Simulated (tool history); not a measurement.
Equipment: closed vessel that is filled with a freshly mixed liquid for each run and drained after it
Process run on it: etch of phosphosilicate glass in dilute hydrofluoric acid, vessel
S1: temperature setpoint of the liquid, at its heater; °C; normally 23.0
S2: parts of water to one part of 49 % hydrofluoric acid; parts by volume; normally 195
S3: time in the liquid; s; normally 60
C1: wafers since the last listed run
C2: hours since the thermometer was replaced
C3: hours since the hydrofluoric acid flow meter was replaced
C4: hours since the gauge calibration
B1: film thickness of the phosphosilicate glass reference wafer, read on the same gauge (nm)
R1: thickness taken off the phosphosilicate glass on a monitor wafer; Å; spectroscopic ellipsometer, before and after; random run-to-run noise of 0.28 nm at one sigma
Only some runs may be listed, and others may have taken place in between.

| run | hour | S1 | S2 | S3 | C1 | C2 | C3 | C4 | B1 | R1 |
|---|---|---|---|---|---|---|---|---|---|---|
| 1 | 0.0 | 23.0 | 195 | 60 | 0 | 819.6 | 1338.1 | 505.1 | 50.02 | 316.6 |
| 2 | 32.0 | 23.0 | 195 | 60 | 4335 | 851.6 | 1370.1 | 537.1 | 49.98 | 309.0 |
| 3 | 54.6 | 23.0 | 195 | 60 | 3061 | 874.2 | 1392.7 | 559.7 | 50.04 | 314.8 |
| 4 | 67.3 | 23.0 | 195 | 60 | 1720 | 886.9 | 1405.4 | 572.4 | 50.02 | 313.1 |
|  | 69.1 | hydrofluoric acid flow meter replaced |
| 5 | 101.8 | 23.0 | 195 | 60 | 4538 | 921.4 | 32.7 | 606.9 | 50.02 | 332.6 |
| 6 | 125.3 | 23.0 | 195 | 60 | 3183 | 944.9 | 56.2 | 630.4 | 49.97 | 330.3 |
|  | 138.2 | thermometer replaced |
| 7 | 138.8 | 23.0 | 195 | 60 | 1693 | 0.6 | 69.7 | 643.9 | 50.00 | 331.6 |
| 8 | 161.0 | 23.0 | 195 | 60 | 3007 | 22.8 | 91.9 | 666.1 | 50.00 | 332.4 |
| 9 | 187.9 | 23.0 | 195 | 60 | 3644 | 49.7 | 118.8 | 693.0 | 50.03 | 327.2 |
|  | 222.9 | hydrofluoric acid flow meter replaced, repeated, since the last time left the tool worse |
| 10 | 223.4 | 23.0 | 195 | 60 | 4674 | 85.2 | 0.5 | 728.5 | 49.98 | 300.5 |
| 11 | 251.4 | 25.5 | 195 | 35 | 3793 | 113.2 | 28.5 | 756.5 | 50.03 | 193.6 |
| 12 | 268.7 | 23.0 | 195 | 30 | 2343 | 130.5 | 45.8 | 773.8 | 50.00 | 150.7 |
| 13 | 283.1 | 23.0 | 135 | 60 | 1950 | 144.9 | 60.2 | 788.2 | 50.02 | 458.5 |
| 14 | 303.8 | 23.0 | 195 | 35 | 2804 | 165.6 | 80.9 | 808.9 | 49.97 | 175.6 |
| 15 | 321.0 | 23.0 | 265 | 40 | 2330 | 182.8 | 98.1 | 826.1 | 50.03 | 136.0 |
| 16 | 336.9 | 23.0 | 195 | 60 | 2154 | 198.7 | 114.0 | 842.0 | 49.99 | 296.1 |
| 17 | 357.8 | 23.0 | 195 | 60 | 2831 | 219.6 | 134.9 | 862.9 | 49.99 | 298.8 |
| 18 | 393.6 | 23.0 | 195 | 60 | 4850 | 255.4 | 170.7 | 898.7 | 50.00 | 298.8 |
| 19 | 416.6 | 23.0 | 155 | 60 | 3116 | 278.4 | 193.7 | 921.7 | 49.98 | 401.4 |
| 20 | 441.0 | 20.0 | 285 | 60 | 3305 | 302.8 | 218.1 | 946.1 | 50.02 | 166.3 |
| 21 | 459.8 | 23.0 | 195 | 60 | 2547 | 321.6 | 236.9 | 964.9 | 49.99 | 303.8 |
|  | 496.6 | gauge calibrated |
| 22 | 496.6 | 23.0 | 285 | 60 | 4985 | 358.4 | 273.7 | 0.0 | 49.99 | 190.3 |
| 23 | 518.1 | 23.0 | 270 | 85 | 2912 | 379.9 | 295.2 | 21.5 | 50.02 | 285.9 |
| 24 | 552.4 | 23.0 | 195 | 60 | 4646 | 414.2 | 329.5 | 55.8 | 49.98 | 305.4 |
| 25 | 567.0 | 26.5 | 270 | 35 | 1978 | 428.8 | 344.1 | 70.4 | 50.02 | 132.1 |
| 26 | 586.7 | 23.0 | 275 | 60 | 2668 | 448.5 | 363.8 | 90.1 | 50.07 | 197.1 |
| 27 | 601.3 | 20.0 | 230 | 85 | 1978 | 463.1 | 378.4 | 104.7 | 50.04 | 314.1 |
| 28 | 621.8 | 23.0 | 260 | 35 | 2777 | 483.6 | 398.9 | 125.2 | 50.01 | 124.1 |
| 29 | 650.0 | 23.0 | 195 | 60 | 3820 | 511.8 | 427.1 | 153.4 | 50.01 | 304.2 |
| 30 | 678.0 | 23.0 | 195 | 60 | 3793 | 539.8 | 455.1 | 181.4 | 50.02 | 302.0 |
| 31 | 695.3 | 27.5 | 230 | 30 | 2343 | 557.1 | 472.4 | 198.7 | 49.97 | 146.1 |
| 32 | 710.8 | 21.5 | 280 | 60 | 2099 | 572.6 | 487.9 | 214.2 | 50.01 | 186.3 |

Had the tool no unlogged condition, and each run kept its random variation, what would the results have been?
Hidden conditions of the tool in this case: liquid hotter than its thermometer reads (K); hydrofluoric acid flow above the setpoint (%); gauge reads high (%).
| run | R1 |
|---|---|
| 1 | 298.9 |
| 2 | 291.4 |
| 3 | 296.6 |
| 4 | 294.8 |
| 5 | 301.1 |
| 6 | 298.7 |
| 7 | 299.7 |
| 8 | 300.2 |
| 9 | 295.2 |
| 10 | 300.1 |
| 11 | 193.1 |
| 12 | 150.2 |
| 13 | 456.7 |
| 14 | 174.7 |
| 15 | 135.2 |
| 16 | 294.2 |
| 17 | 296.6 |
| 18 | 296.2 |
| 19 | 397.7 |
| 20 | 164.4 |
| 21 | 300.3 |
| 22 | 187.7 |
| 23 | 281.8 |
| 24 | 300.7 |
| 25 | 129.9 |
| 26 | 193.7 |
| 27 | 308.7 |
| 28 | 121.8 |
| 29 | 298.4 |
| 30 | 295.9 |
| 31 | 142.9 |
| 32 | 182.1 |

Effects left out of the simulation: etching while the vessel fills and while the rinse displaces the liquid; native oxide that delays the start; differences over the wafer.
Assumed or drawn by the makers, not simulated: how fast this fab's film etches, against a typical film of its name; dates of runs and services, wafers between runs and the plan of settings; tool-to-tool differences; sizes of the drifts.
